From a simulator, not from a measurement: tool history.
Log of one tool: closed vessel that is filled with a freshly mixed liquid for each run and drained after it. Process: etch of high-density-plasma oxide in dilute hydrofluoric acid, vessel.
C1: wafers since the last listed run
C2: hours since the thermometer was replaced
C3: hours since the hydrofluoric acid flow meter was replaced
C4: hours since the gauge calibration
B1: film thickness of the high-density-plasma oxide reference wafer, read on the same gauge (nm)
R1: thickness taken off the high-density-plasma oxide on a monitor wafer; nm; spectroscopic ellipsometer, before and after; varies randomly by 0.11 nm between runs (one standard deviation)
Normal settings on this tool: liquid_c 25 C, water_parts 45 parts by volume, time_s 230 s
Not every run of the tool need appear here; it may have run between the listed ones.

Run 1, hour 0: usual settings; C1 0; C2 200.4; C3 1230.1; C4 464.2; B1 39.99. Result: R1 32.12 nm.
Run 2, hour 34.1: usual settings; C1 2297; C2 234.5; C3 1264.2; C4 498.3; B1 40. Result: R1 32.03 nm.
Run 3, hour 65: usual settings; C1 2082; C2 265.4; C3 1295.1; C4 529.2; B1 39.99. Result: R1 32.01 nm.
Run 4, hour 130: usual settings but water_parts 60 parts by volume, time_s 190 s; C1 4379; C2 330.4; C3 1360.1; C4 594.2; B1 40. Result: R1 19.6 nm.
Run 5, hour 195.3: usual settings but water_parts 60 parts by volume, time_s 190 s; C1 4399; C2 395.7; C3 1425.4; C4 659.5; B1 40.01. Result: R1 19.58 nm.
Run 6, hour 265.1: usual settings but liquid_c 27.5 C; C1 4703; C2 465.5; C3 1495.2; C4 729.3; B1 39.99. Result: R1 35.99 nm.
Run 7, hour 298.4: usual settings but liquid_c 27.5 C; C1 2243; C2 498.8; C3 1528.5; C4 762.6; B1 40.01. Result: R1 36 nm.
At hour 302.9: hydrofluoric acid flow meter replaced.
At hour 309.8: thermometer replaced.
Run 8, hour 324.3: usual settings but liquid_c 20 C, water_parts 30 parts by volume; C1 1610; C2 14.5; C3 21.4; C4 788.5; B1 39.99. Result: R1 39.38 nm.
At hour 383.6: gauge calibrated.
Run 9, hour 386.4: usual settings but liquid_c 28.5 C, water_parts 60 parts by volume; C1 4184; C2 76.6; C3 83.5; C4 2.8; B1 40. Result: R1 26.95 nm.
Run 10, hour 454.9: usual settings but water_parts 30 parts by volume; C1 4615; C2 145.1; C3 152; C4 71.3; B1 39.99. Result: R1 48.92 nm.
Run 11, hour 496.9: usual settings but liquid_c 23.5 C, water_parts 55 parts by volume, time_s 190 s; C1 2829; C2 187.1; C3 194; C4 113.3; B1 40.02. Result: R1 20.2 nm.
Run 12, hour 530: usual settings; C1 2230; C2 220.2; C3 227.1; C4 146.4; B1 39.98. Result: R1 32.05 nm.
Run 13, hour 597.8: usual settings; C1 4568; C2 288; C3 294.9; C4 214.2; B1 40.02. Result: R1 32.01 nm.
Run 14, hour 653.2: usual settings but liquid_c 22.5 C, time_s 145 s; C1 3732; C2 343.4; C3 350.3; C4 269.6; B1 40. Result: R1 18.32 nm.
Run 15, hour 698.3: usual settings but time_s 170 s; C1 3038; C2 388.5; C3 395.4; C4 314.7; B1 40. Result: R1 23.92 nm.

Below are 5 alternative next runs, each starting from the tool's condition after run 15. Predict each:
Run A, hour 699: usual settings; C1 47; C2 389.2; C3 396.1; C4 315.4; B1 ?. Result: R1 ?.
Run B, hour 699: usual settings but water_parts 50 parts by volume; C1 47; C2 389.2; C3 396.1; C4 315.4; B1 ?. Result: R1 ?.
Run C, hour 699: usual settings but liquid_c 28.5 C, time_s 305 s; C1 47; C2 389.2; C3 396.1; C4 315.4; B1 ?. Result: R1 ?.
Run D, hour 699: usual settings but liquid_c 28 C, time_s 155 s; C1 47; C2 389.2; C3 396.1; C4 315.4; B1 ?. Result: R1 ?.
Run E, hour 699: usual settings but liquid_c 28.5 C, time_s 90 s; C1 47; C2 389.2; C3 396.1; C4 315.4; B1 ?. Result: R1 ?.

run     B1     R1
  A  40.01  32.41
  B  40.01  28.97
  C  40.01   49.5
  D  40.01  24.66
  E  40.01  14.61
With the hidden condition removed and each run's random variation left untouched, the same runs would have given:
run     R1
  A  31.85
  B  28.47
  C  48.66
  D  24.24
  E  14.36

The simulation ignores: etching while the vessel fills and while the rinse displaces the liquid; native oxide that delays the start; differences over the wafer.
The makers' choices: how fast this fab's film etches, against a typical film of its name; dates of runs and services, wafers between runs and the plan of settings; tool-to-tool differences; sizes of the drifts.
